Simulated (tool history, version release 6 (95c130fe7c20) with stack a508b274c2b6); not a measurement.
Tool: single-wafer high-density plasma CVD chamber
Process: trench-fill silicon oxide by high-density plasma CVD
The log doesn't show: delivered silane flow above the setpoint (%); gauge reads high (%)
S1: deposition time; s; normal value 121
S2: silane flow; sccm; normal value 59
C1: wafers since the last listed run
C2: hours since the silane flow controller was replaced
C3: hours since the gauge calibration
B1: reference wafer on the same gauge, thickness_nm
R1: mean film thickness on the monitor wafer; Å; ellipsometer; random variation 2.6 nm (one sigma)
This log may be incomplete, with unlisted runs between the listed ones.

| run | hour | S1 | S2 | C1 | C2 | C3 | B1 | R1 |
|---|---|---|---|---|---|---|---|---|
| 1 | 0 | 121 | 59 | 0 | 2976.3 | 1022.7 | 666.149 | 7322.18 |
| 2 | 47 | 121 | 59 | 450 | 3023.3 | 1069.7 | 666.902 | 7313.25 |
| 3 | 84.3 | 121 | 59 | 357 | 3060.6 | 1107 | 665.777 | 7293.09 |
| 4 | 111.9 | 121 | 59 | 264 | 3088.2 | 1134.6 | 666.538 | 7304.32 |
| 5 | 153.7 | 121 | 59 | 400 | 3130 | 1176.4 | 666.351 | 7323.33 |
| 6 | 211.6 | 121 | 59 | 554 | 3187.9 | 1234.3 | 666.095 | 7297.45 |
| 7 | 250.5 | 121 | 59 | 372 | 3226.8 | 1273.2 | 665.607 | 7323.02 |
| 8 | 286.3 | 121 | 54 | 342 | 3262.6 | 1309 | 665.794 | 6800.69 |
| 9 | 350.6 | 121 | 54 | 615 | 3326.9 | 1373.3 | 665.577 | 6818.73 |
| 10 | 383.5 | 121 | 54 | 315 | 3359.8 | 1406.2 | 666.18 | 6795.12 |
| 11 | 451.2 | 127 | 63 | 648 | 3427.5 | 1473.9 | 666.474 | 8115.68 |
| 12 | 534.4 | 127 | 63 | 796 | 3510.7 | 1557.1 | 665.157 | 8112.71 |
| 13 | 603.6 | 121 | 67 | 662 | 3579.9 | 1626.3 | 665.797 | 8138 |
| 14 | 656.4 | 121 | 67 | 505 | 3632.7 | 1679.1 | 665.781 | 8026.45 |
|  | 792 | gauge calibrated |
| 15 | 796.7 | 121 | 56 | 1343 | 3773 | 4.7 | 666.576 | 6971.18 |
| 16 | 949 | 121 | 56 | 1458 | 3925.3 | 157 | 665.651 | 6983.69 |
| 17 | 981 | 121 | 63 | 306 | 3957.3 | 189 | 666.062 | 7659.53 |
| 18 | 1036.4 | 144 | 68 | 530 | 4012.7 | 244.4 | 666.698 | 9732.9 |
|  | 1064 | silane flow controller replaced |
| 19 | 1070.8 | 111 | 65 | 252 | 6.8 | 278.8 | 665.94 | 7609.73 |
| 20 | 1104.2 | 121 | 59 | 319 | 40.2 | 312.2 | 666.086 | 7694.12 |
| 21 | 1141.7 | 132 | 65 | 359 | 77.7 | 349.7 | 666.671 | 9076.04 |
| 22 | 1207.5 | 133 | 66 | 630 | 143.5 | 415.5 | 666.417 | 9113.34 |
| 23 | 1264.5 | 121 | 48 | 545 | 200.5 | 472.5 | 665.985 | 6496.83 |
| 24 | 1314 | 137 | 50 | 474 | 250 | 522 | 666.266 | 7557.15 |
| 25 | 1372.2 | 141 | 63 | 557 | 308.2 | 580.2 | 666.101 | 9268.3 |
| 26 | 1398.6 | 97 | 66 | 252 | 334.6 | 606.6 | 665.883 | 6604.81 |
| 27 | 1447.1 | 109 | 66 | 464 | 383.1 | 655.1 | 666.084 | 7421.82 |
| 28 | 1479.3 | 121 | 56 | 308 | 415.3 | 687.3 | 665.193 | 7236.55 |
| 29 | 1517.3 | 121 | 59 | 363 | 453.3 | 725.3 | 665.956 | 7568.79 |

How the hidden state differs across the entries between the runs, from the last listed run before each to the first after it:
Runs 14 to 15: gauge calibrated (hour 792)
  delivered silane flow above the setpoint (%): -6.31 -> -6.34
  difference, measured minus the result without the unlogged condition, R1: -421.96 -> -368.64 Å
Runs 18 to 19: silane flow controller replaced (hour 1064)
  delivered silane flow above the setpoint (%): -6.39 -> 0.0511
  difference, measured minus the result without the unlogged condition, R1: -519.11 -> +3.08 Å

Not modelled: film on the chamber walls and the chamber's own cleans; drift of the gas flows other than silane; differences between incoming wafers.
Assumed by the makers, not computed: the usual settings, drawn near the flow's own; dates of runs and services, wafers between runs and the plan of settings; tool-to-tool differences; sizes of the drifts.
